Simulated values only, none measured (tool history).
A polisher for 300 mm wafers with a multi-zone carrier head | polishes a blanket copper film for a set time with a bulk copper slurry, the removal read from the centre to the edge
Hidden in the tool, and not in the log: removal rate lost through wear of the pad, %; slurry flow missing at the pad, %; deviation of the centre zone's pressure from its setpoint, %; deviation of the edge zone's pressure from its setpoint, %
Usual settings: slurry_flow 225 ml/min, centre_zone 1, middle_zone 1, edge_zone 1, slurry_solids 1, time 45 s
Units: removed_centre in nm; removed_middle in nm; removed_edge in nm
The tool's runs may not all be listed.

run	day	slurry_flow	centre_zone	middle_zone	edge_zone	slurry_solids	time	wafers since the last listed run	wafers polished on this pad	hours since the slurry nozzle was cleaned	hours since the centre zone pressure was calibrated	hours since the edge zone pressure was calibrated	hours since the carrier head's membrane was replaced	incoming thickness of the incoming film, nm	removed_centre	removed_middle	removed_edge
1	0	225	1	0.94	1	1	31	0	828	318.2	950.8	96.3	1397.4	4772.7	219	203.2	220.1
2	0.508	225	1	1.08	1	1	45	117	946	330.4	963	108.5	1409.6	4770	307	330.3	316
3	1.133	225	0.91	1	1	1	45	144	1090	345.4	978	123.5	1424.6	4626.5	276.1	301.4	303.7
# day 1.567: worn pad replaced by a new one
4	1.608	225	0.89	1	1	1	45	71	9	356.8	989.4	134.9	1436	4648.1	292.9	325.2	328.5
5	2.429	225	1.08	1	1	1	45	189	198	376.5	1009.1	154.6	1455.7	4750.6	349	321.6	333.6
6	3.133	255	1.09	1	1	0.8	45	162	360	393.4	1026	171.5	1472.6	4657.1	332.2	303	307.5
# day 4.312: carrier head's membrane replaced by a new one
7	5.321	225	1	1	1	1	58	456	817	445.9	1078.5	224	24.2	4655.8	411	403.6	414.6
8	5.838	225	1	1	1	1	45	119	936	458.3	1090.9	236.4	36.6	4633.8	307.7	305.3	313.2
9	6.45	225	1	1	1	1	45	141	1077	473	1105.6	251.1	51.3	4763.1	308.8	303.3	305.2
# day 6.633: centre zone pressure recalibrated
# day 6.65: slurry nozzle cleaned
# day 6.746: worn pad replaced by a new one
10	7.192	225	1	1	1	1	60	125	102	13	13.4	268.9	69.1	4715.7	433.6	429.2	441.5
11	7.708	225	1	1.1	1	1	45	119	221	25.4	25.8	281.3	81.5	4710.1	319.7	343.8	330.3
12	8.275	225	1.04	1	1	0.85	45	130	352	39	39.4	294.9	95.1	4793.1	320.4	299.9	306.2
13	8.9	265	1	1	1	0.8	56	144	496	54	54.4	309.9	110.1	4730.4	374.5	368.3	368.5
14	9.617	225	1	0.91	1	0.9	45	165	661	71.2	71.6	327.1	127.3	4731.8	314.7	281.6	308.2
15	10.325	225	1.11	1	1	1	45	163	825	88.2	88.6	344.1	144.3	4752	344.9	310.3	317.4
16	11.071	275	1	1.08	1	1.15	54	171	997	106.1	106.5	362	162.2	4775.5	399.8	422.6	398.3
# day 11.6: worn pad replaced by a new one
17	11.638	225	0.9	0.96	1.1	1.1	45	92	8	119.7	120.1	375.6	175.8	4640.3	306.7	324.7	357.3
18	12.379	225	1	0.89	1	0.8	38	170	179	137.5	137.9	393.4	193.6	4761.2	257.6	234.1	257
19	12.742	160	0.9	1	0.92	1	45	83	263	146.2	146.6	402.1	202.3	4750.8	272.4	306.8	309.7
20	12.992	225	0.89	1	1.09	1	61	57	320	152.2	152.6	408.1	208.3	4704.3	400.8	435.7	479
21	13.729	225	1	1	1	1	45	170	490	169.9	170.3	425.8	226	4743.6	333.9	322.4	328.9

Forecast each of these 4 alternatives for the next run:
A	13.746	225	1	1	1	1	45	3	494	170.3	170.7	426.2	226.4	4750.6	?	?	?
B	13.746	225	1	1	0.96	1	34	3	494	170.3	170.7	426.2	226.4	4750.6	?	?	?
C	13.746	180	1	1	1	1	36	3	494	170.3	170.7	426.2	226.4	4750.6	?	?	?
D	13.746	170	1	1.05	1	1.15	56	3	494	170.3	170.7	426.2	226.4	4750.6	?	?	?

run	removed_centre	removed_middle	removed_edge
A	332.3	319.9	335
B	251.1	241.7	248.2
C	255.4	246.9	261
D	412.1	415.7	422.5
Without the tool's hidden state the same runs would have given:
run	removed_centre	removed_middle	removed_edge
A	337.6	325	340.3
B	255	245.5	252.1
C	259.4	250.8	265.1
D	418.7	422.3	429.2
